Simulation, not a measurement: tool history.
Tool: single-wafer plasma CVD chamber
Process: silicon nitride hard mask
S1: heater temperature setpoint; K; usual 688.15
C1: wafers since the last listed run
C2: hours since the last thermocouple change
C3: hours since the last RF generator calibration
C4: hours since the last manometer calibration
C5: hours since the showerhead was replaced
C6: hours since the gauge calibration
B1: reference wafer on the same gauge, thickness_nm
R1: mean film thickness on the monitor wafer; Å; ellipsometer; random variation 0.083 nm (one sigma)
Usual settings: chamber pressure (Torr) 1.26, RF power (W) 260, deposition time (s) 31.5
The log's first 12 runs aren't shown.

At hour 168.2: thermocouple changed; heater temperature recalibrated.
Run 13, hour 175.6: usual settings; C1 130; C2 7.4; C3 1375.5; C4 2319.5; C5 89.4; C6 340.2; B1 32.686. Result: R1 278.58 Å.
Run 14, hour 184: usual settings but S1 679.15 K, chamber pressure (Torr) 1.05, RF power (W) 295, deposition time (s) 29.7; C1 125; C2 15.8; C3 1383.9; C4 2327.9; C5 97.8; C6 348.6; B1 32.712. Result: R1 261.18 Å.
Run 15, hour 196.7: usual settings but chamber pressure (Torr) 1.57; C1 190; C2 28.5; C3 1396.6; C4 2340.6; C5 110.5; C6 361.3; B1 32.709. Result: R1 300.77 Å.
Run 16, hour 205.4: usual settings but chamber pressure (Torr) 0.98, deposition time (s) 25.9; C1 130; C2 37.2; C3 1405.3; C4 2349.3; C5 119.2; C6 370; B1 32.696. Result: R1 206.25 Å.
Run 17, hour 212.2: usual settings but S1 693.15 K, chamber pressure (Torr) 1.11; C1 101; C2 44; C3 1412.1; C4 2356.1; C5 126; C6 376.8; B1 32.726. Result: R1 265.06 Å.
Run 18, hour 219.8: usual settings but deposition time (s) 33.5; C1 113; C2 51.6; C3 1419.7; C4 2363.7; C5 133.6; C6 384.4; B1 32.688. Result: R1 296.43 Å.
Run 19, hour 236.4: usual settings but S1 702.15 K; C1 248; C2 68.2; C3 1436.3; C4 2380.3; C5 150.2; C6 401; B1 32.694. Result: R1 276.1 Å.
At hour 244.8: gauge calibrated.
Run 20, hour 246.1: usual settings but chamber pressure (Torr) 0.99, deposition time (s) 29; C1 145; C2 77.9; C3 1446; C4 2390; C5 159.9; C6 1.3; B1 32.684. Result: R1 231.82 Å.
Run 21, hour 262.6: usual settings; C1 247; C2 94.4; C3 1462.5; C4 2406.5; C5 176.4; C6 17.8; B1 32.708. Result: R1 278.99 Å.
Run 22, hour 274.6: usual settings but chamber pressure (Torr) 1.5, RF power (W) 275; C1 179; C2 106.4; C3 1474.5; C4 2418.5; C5 188.4; C6 29.8; B1 32.709. Result: R1 304.81 Å.
At hour 298.9: RF generator calibrated.
At hour 302.2: capacitance manometer re-zeroed and calibrated.
Run 23, hour 302.7: usual settings but S1 700.15 K, deposition time (s) 33.6; C1 250; C2 134.5; C3 3.8; C4 0.5; C5 216.5; C6 57.9; B1 32.695. Result: R1 305.64 Å.
Run 24, hour 304.2: usual settings but S1 692.15 K, deposition time (s) 28.3; C1 22; C2 136; C3 5.3; C4 2; C5 218; C6 59.4; B1 32.706. Result: R1 258.88 Å.
Run 25, hour 328: usual settings but S1 693.15 K, chamber pressure (Torr) 1.36, deposition time (s) 27.5; C1 356; C2 159.8; C3 29.1; C4 25.8; C5 241.8; C6 83.2; B1 32.685. Result: R1 256.65 Å.
Run 26, hour 376: usual settings but chamber pressure (Torr) 1.1, deposition time (s) 37.3; C1 719; C2 207.8; C3 77.1; C4 73.8; C5 289.8; C6 131.2; B1 32.687. Result: R1 320.46 Å.
Run 27, hour 387.3: usual settings but S1 677.15 K, RF power (W) 220; C1 169; C2 219.1; C3 88.4; C4 85.1; C5 301.1; C6 142.5; B1 32.686. Result: R1 266.85 Å.
Run 28, hour 402.6: usual settings but S1 681.15 K, deposition time (s) 25.2; C1 229; C2 234.4; C3 103.7; C4 100.4; C5 316.4; C6 157.8; B1 32.684. Result: R1 231.13 Å.
Run 29, hour 413: usual settings but chamber pressure (Torr) 1.5; C1 155; C2 244.8; C3 114.1; C4 110.8; C5 326.8; C6 168.2; B1 32.722. Result: R1 305.59 Å.
Run 30, hour 424: usual settings; C1 164; C2 255.8; C3 125.1; C4 121.8; C5 337.8; C6 179.2; B1 32.704. Result: R1 285.57 Å.

3 ways to go on from here, each from the tool as it stands after run 30. What would each give?
Run A, hour 424.4: usual settings but deposition time (s) 27.2; C1 5; C2 256.2; C3 125.5; C4 122.2; C5 338.2; C6 179.6; B1 ?. Result: R1 ?.
Run B, hour 424.4: usual settings but S1 694.15 K; C1 5; C2 256.2; C3 125.5; C4 122.2; C5 338.2; C6 179.6; B1 ?. Result: R1 ?.
Run C, hour 424.4: usual settings but S1 698.15 K, deposition time (s) 37.7; C1 5; C2 256.2; C3 125.5; C4 122.2; C5 338.2; C6 179.6; B1 ?. Result: R1 ?.

run      B1      R1
  A  32.727  247.02
  B  32.727  285.14
  C  32.727  340.45
Without the tool's hidden state the same runs would have given:
run      R1
  A  249.02
  B  287.45
  C  343.21

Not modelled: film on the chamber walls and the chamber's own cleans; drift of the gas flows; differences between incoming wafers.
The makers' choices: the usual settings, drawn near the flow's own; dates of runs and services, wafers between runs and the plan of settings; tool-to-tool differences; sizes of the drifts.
